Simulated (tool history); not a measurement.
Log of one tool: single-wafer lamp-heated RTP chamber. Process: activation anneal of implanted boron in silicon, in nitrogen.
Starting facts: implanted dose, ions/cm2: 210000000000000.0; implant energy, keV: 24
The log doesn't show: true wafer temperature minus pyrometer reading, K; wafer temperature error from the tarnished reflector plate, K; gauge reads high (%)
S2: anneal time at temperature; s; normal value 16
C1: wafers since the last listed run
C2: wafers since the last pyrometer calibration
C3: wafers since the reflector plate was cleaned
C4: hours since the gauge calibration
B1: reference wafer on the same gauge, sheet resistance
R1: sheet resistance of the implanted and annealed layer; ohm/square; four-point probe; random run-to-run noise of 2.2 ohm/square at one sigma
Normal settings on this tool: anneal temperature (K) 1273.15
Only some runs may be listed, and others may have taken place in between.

{"run": 1, "hour": 0.0, "anneal temperature (K)": 1273.15, "S2": 16, "C1": 0, "C2": 3472, "C3": 5109, "C4": 126.9, "B1": 396.6, "R1": 429.48}
{"run": 2, "hour": 15.2, "anneal temperature (K)": 1273.15, "S2": 16, "C1": 211, "C2": 3683, "C3": 5320, "C4": 142.1, "B1": 397.02, "R1": 426.27}
{"run": 3, "hour": 27.7, "anneal temperature (K)": 1273.15, "S2": 16, "C1": 173, "C2": 3857, "C3": 5494, "C4": 154.6, "B1": 396.91, "R1": 426.56}
{"run": 4, "hour": 41.3, "anneal temperature (K)": 1265.15, "S2": 23, "C1": 188, "C2": 4046, "C3": 5683, "C4": 168.2, "B1": 395.27, "R1": 432.58}
{"run": 5, "hour": 54.2, "anneal temperature (K)": 1286.15, "S2": 16, "C1": 179, "C2": 4225, "C3": 5862, "C4": 181.1, "B1": 395.65, "R1": 425.06}
{"run": 6, "hour": 63.7, "anneal temperature (K)": 1273.15, "S2": 11, "C1": 131, "C2": 4357, "C3": 5994, "C4": 190.6, "B1": 396.32, "R1": 429.76}
{"run": 7, "hour": 77.9, "anneal temperature (K)": 1273.15, "S2": 16, "C1": 197, "C2": 4554, "C3": 6191, "C4": 204.8, "B1": 395.9, "R1": 427.08}
{"run": 8, "hour": 92.0, "anneal temperature (K)": 1273.15, "S2": 16, "C1": 195, "C2": 4750, "C3": 6387, "C4": 218.9, "B1": 396.21, "R1": 429.7}
{"run": 9, "hour": 107.9, "anneal temperature (K)": 1273.15, "S2": 16, "C1": 220, "C2": 4970, "C3": 6608, "C4": 234.8, "B1": 396.19, "R1": 428.12}
{"run": 10, "hour": 118.8, "anneal temperature (K)": 1273.15, "S2": 16, "C1": 151, "C2": 5122, "C3": 6759, "C4": 245.7, "B1": 395.56, "R1": 425.76}
{"run": 11, "hour": 130.0, "anneal temperature (K)": 1273.15, "S2": 16, "C1": 155, "C2": 5277, "C3": 6914, "C4": 256.9, "B1": 397.2, "R1": 426.3}
{"run": 12, "hour": 142.1, "anneal temperature (K)": 1281.15, "S2": 16, "C1": 168, "C2": 5445, "C3": 7083, "C4": 269.0, "B1": 396.68, "R1": 424.87}
{"hour": 142.4, "done": "gauge calibrated"}
{"run": 13, "hour": 154.9, "anneal temperature (K)": 1273.15, "S2": 16, "C1": 177, "C2": 5623, "C3": 7260, "C4": 12.5, "B1": 396.07, "R1": 422.81}
{"run": 14, "hour": 164.2, "anneal temperature (K)": 1263.15, "S2": 23, "C1": 129, "C2": 5752, "C3": 7389, "C4": 21.8, "B1": 396.44, "R1": 428.46}
{"run": 15, "hour": 181.9, "anneal temperature (K)": 1253.15, "S2": 22, "C1": 245, "C2": 5998, "C3": 7635, "C4": 39.5, "B1": 395.07, "R1": 439.2}
{"run": 16, "hour": 190.1, "anneal temperature (K)": 1243.15, "S2": 19, "C1": 113, "C2": 6112, "C3": 7749, "C4": 47.7, "B1": 395.96, "R1": 449.47}
{"run": 17, "hour": 240.6, "anneal temperature (K)": 1254.15, "S2": 16, "C1": 701, "C2": 6813, "C3": 8450, "C4": 98.2, "B1": 395.55, "R1": 441.74}
{"run": 18, "hour": 250.9, "anneal temperature (K)": 1273.15, "S2": 25, "C1": 143, "C2": 6956, "C3": 8594, "C4": 108.5, "B1": 396.02, "R1": 422.12}
{"hour": 273.5, "done": "reflector plate cleaned"}
{"hour": 300.9, "done": "pyrometer window cleaned and pyrometer calibrated"}
{"run": 19, "hour": 301.4, "anneal temperature (K)": 1248.15, "S2": 21, "C1": 479, "C2": 7, "C3": 276, "C4": 159.0, "B1": 396.15, "R1": 437.15}
{"run": 20, "hour": 312.5, "anneal temperature (K)": 1273.15, "S2": 16, "C1": 154, "C2": 161, "C3": 430, "C4": 170.1, "B1": 394.95, "R1": 426.8}
{"run": 21, "hour": 325.1, "anneal temperature (K)": 1273.15, "S2": 8, "C1": 174, "C2": 336, "C3": 605, "C4": 182.7, "B1": 395.01, "R1": 432.02}
{"run": 22, "hour": 342.7, "anneal temperature (K)": 1300.15, "S2": 24, "C1": 244, "C2": 580, "C3": 850, "C4": 200.3, "B1": 395.86, "R1": 419.74}
{"run": 23, "hour": 356.6, "anneal temperature (K)": 1273.15, "S2": 13, "C1": 193, "C2": 774, "C3": 1043, "C4": 214.2, "B1": 395.72, "R1": 428.96}
{"run": 24, "hour": 368.0, "anneal temperature (K)": 1288.15, "S2": 8, "C1": 158, "C2": 932, "C3": 1201, "C4": 225.6, "B1": 396.34, "R1": 425.59}
{"run": 25, "hour": 384.5, "anneal temperature (K)": 1273.15, "S2": 16, "C1": 229, "C2": 1161, "C3": 1430, "C4": 242.1, "B1": 396.57, "R1": 430.71}
{"run": 26, "hour": 390.8, "anneal temperature (K)": 1246.15, "S2": 11, "C1": 87, "C2": 1248, "C3": 1518, "C4": 248.4, "B1": 395.0, "R1": 454.09}

Each row is a separate what-if for the run after 26, all from the same tool condition, not one after another. Results?
{"run": "A", "hour": 391.2, "anneal temperature (K)": 1273.15, "S2": 22, "C1": 5, "C2": 1254, "C3": 1523, "C4": 248.8, "B1": "?", "R1": "?"}
{"run": "B", "hour": 391.2, "anneal temperature (K)": 1252.15, "S2": 25, "C1": 5, "C2": 1254, "C3": 1523, "C4": 248.8, "B1": "?", "R1": "?"}
{"run": "C", "hour": 391.2, "anneal temperature (K)": 1250.15, "S2": 9, "C1": 5, "C2": 1254, "C3": 1523, "C4": 248.8, "B1": "?", "R1": "?"}
{"run": "D", "hour": 391.2, "anneal temperature (K)": 1292.15, "S2": 20, "C1": 5, "C2": 1254, "C3": 1523, "C4": 248.8, "B1": "?", "R1": "?"}

run=A B1=395.97 R1=428.75
run=B B1=395.97 R1=439.69
run=C B1=395.97 R1=450.94
run=D B1=395.97 R1=425.57
Had the tool no hidden state, the same runs would have come out as:
run=A R1=428.75
run=B R1=439.69
run=C R1=450.94
run=D R1=425.57
